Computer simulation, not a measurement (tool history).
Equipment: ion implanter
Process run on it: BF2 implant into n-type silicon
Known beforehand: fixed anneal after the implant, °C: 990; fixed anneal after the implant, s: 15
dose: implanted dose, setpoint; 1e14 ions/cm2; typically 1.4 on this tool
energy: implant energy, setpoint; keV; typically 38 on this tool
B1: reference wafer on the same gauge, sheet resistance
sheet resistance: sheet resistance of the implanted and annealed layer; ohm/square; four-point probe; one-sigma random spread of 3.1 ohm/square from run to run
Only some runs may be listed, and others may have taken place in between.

{"run": 1, "day": 0.0, "dose": 1.4, "energy": 38, "B1": 583.62, "sheet resistance": 648.54}
{"run": 2, "day": 1.442, "dose": 1.4, "energy": 38, "B1": 585.6, "sheet resistance": 646.4}
{"run": 3, "day": 3.317, "dose": 1.4, "energy": 38, "B1": 584, "sheet resistance": 650.61}
{"run": 4, "day": 4.521, "dose": 1.4, "energy": 38, "B1": 583.03, "sheet resistance": 650.6}
{"run": 5, "day": 5.396, "dose": 1.4, "energy": 38, "B1": 583.4, "sheet resistance": 649.75}
{"run": 6, "day": 6.175, "dose": 1.4, "energy": 38, "B1": 583.31, "sheet resistance": 647.02}
{"run": 7, "day": 7.1, "dose": 1.4, "energy": 46.5, "B1": 583.82, "sheet resistance": 630.84}
{"run": 8, "day": 8.492, "dose": 1.4, "energy": 46.5, "B1": 583.97, "sheet resistance": 626.2}
{"run": 9, "day": 9.754, "dose": 1.4, "energy": 46.5, "B1": 585.45, "sheet resistance": 625.45}
{"run": 10, "day": 10.946, "dose": 1.4, "energy": 45, "B1": 583.8, "sheet resistance": 633.21}
{"day": 11.729, "done": "extraction supply calibrated"}
{"run": 11, "day": 11.954, "dose": 1.4, "energy": 45, "B1": 583.53, "sheet resistance": 629.31}
{"run": 12, "day": 13.05, "dose": 1.79, "energy": 44, "B1": 583.85, "sheet resistance": 528.95}
{"run": 13, "day": 13.629, "dose": 1.25, "energy": 38, "B1": 582.88, "sheet resistance": 707.06}
{"run": 14, "day": 14.338, "dose": 1.06, "energy": 48.5, "B1": 583.74, "sheet resistance": 779.01}
{"run": 15, "day": 15.329, "dose": 1.4, "energy": 38, "B1": 584.21, "sheet resistance": 647.92}
{"run": 16, "day": 16.121, "dose": 1.4, "energy": 38, "B1": 584.46, "sheet resistance": 649.5}
{"run": 17, "day": 17.225, "dose": 1.55, "energy": 50.5, "B1": 583.42, "sheet resistance": 576.94}
{"day": 17.271, "done": "gauge calibrated"}
{"day": 18.283, "done": "Faraday cup replaced and dose calibrated"}
{"run": 18, "day": 19.246, "dose": 1.4, "energy": 26, "B1": 584.67, "sheet resistance": 679.46}
{"run": 19, "day": 19.942, "dose": 1.16, "energy": 28.5, "B1": 583.64, "sheet resistance": 783.76}
{"run": 20, "day": 20.825, "dose": 1.15, "energy": 43.5, "B1": 583.67, "sheet resistance": 736.86}
{"run": 21, "day": 21.354, "dose": 1.16, "energy": 29, "B1": 583.26, "sheet resistance": 783.2}
{"run": 22, "day": 22.717, "dose": 1.4, "energy": 38, "B1": 583.34, "sheet resistance": 645.53}
{"run": 23, "day": 23.358, "dose": 1.58, "energy": 38, "B1": 583.2, "sheet resistance": 589.67}

What if the next run were any one of these 3? Each begins from the tool's condition after run 23:
{"run": "A", "day": 23.375, "dose": 1.4, "energy": 38, "B1": "?", "sheet resistance": "?"}
{"run": "B", "day": 23.375, "dose": 1.23, "energy": 31.5, "B1": "?", "sheet resistance": "?"}
{"run": "C", "day": 23.375, "dose": 1.64, "energy": 47, "B1": "?", "sheet resistance": "?"}

run=A B1=583.89 sheet_resistance=648.5
run=B B1=583.89 sheet_resistance=737.68
run=C B1=583.89 sheet_resistance=561.17
Take away the tool's hidden state, keep each run's random variation, and the runs would have read:
run=A sheet_resistance=648.5
run=B sheet_resistance=737.68
run=C sheet_resistance=561.17
